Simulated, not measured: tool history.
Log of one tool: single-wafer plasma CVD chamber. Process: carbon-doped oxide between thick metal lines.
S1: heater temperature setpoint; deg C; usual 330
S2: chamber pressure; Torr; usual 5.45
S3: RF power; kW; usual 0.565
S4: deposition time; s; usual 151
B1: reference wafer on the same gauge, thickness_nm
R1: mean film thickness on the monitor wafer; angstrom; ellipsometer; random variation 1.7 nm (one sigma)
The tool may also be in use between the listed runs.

run,hour,S1,S2,S3,S4,B1,R1
1,0,330,5.45,0.565,151,762.521,8994.86
2,25.5,330,5.45,0.565,136,762.489,8128.53
3,67.5,330,5.45,0.565,151,761.495,8990.91
4,92.2,330,5.45,0.565,151,760.925,9026.28
5,148.5,330,5.45,0.565,151,762.193,9009.52
6,190.6,324,4.44,0.565,151,762.089,8807.26
7,234.9,324,4.44,0.565,151,762.515,8793.86
8,273.9,324,4.44,0.565,151,761.816,8783.27
9,307.4,330,5.45,0.565,135,761.75,8039.85
10,349.5,330,5.45,0.565,151,761.639,8973.28
11,395.1,330,5.45,0.565,151,762.148,8942.79
12,559,330,5.45,0.565,151,760.925,8891.18
13,604.7,330,5.45,0.565,151,762.326,8897.26
# hour 606.3: gauge calibrated
14,647.2,344,5.45,0.565,136,761.86,7739.62
# hour 663.8: RF generator calibrated
# hour 696.4: thermocouple changed; heater temperature recalibrated
15,704.3,322,6.54,0.455,159,761.131,8835.84
# hour 766.5: capacitance manometer re-zeroed and calibrated
16,773.6,324,5.05,0.565,151,761.239,9183.78
17,824.6,330,5.45,0.565,151,762.513,9126.9
# hour 850.2: showerhead replaced
18,881.9,324,4.53,0.645,172,761.609,11018.36
19,936.3,330,5.45,0.565,151,762.138,9117.16
20,994.3,339,6.13,0.465,151,761.973,8063.92

Run 21 comes next. What will it give?
21,1041.7,330,5.45,0.565,151,?,?

{"run 21": {"B1": 762.156, "R1": 9083.22}}
Without the tool's hidden state the same run would have given R1 9144.83 angstrom.

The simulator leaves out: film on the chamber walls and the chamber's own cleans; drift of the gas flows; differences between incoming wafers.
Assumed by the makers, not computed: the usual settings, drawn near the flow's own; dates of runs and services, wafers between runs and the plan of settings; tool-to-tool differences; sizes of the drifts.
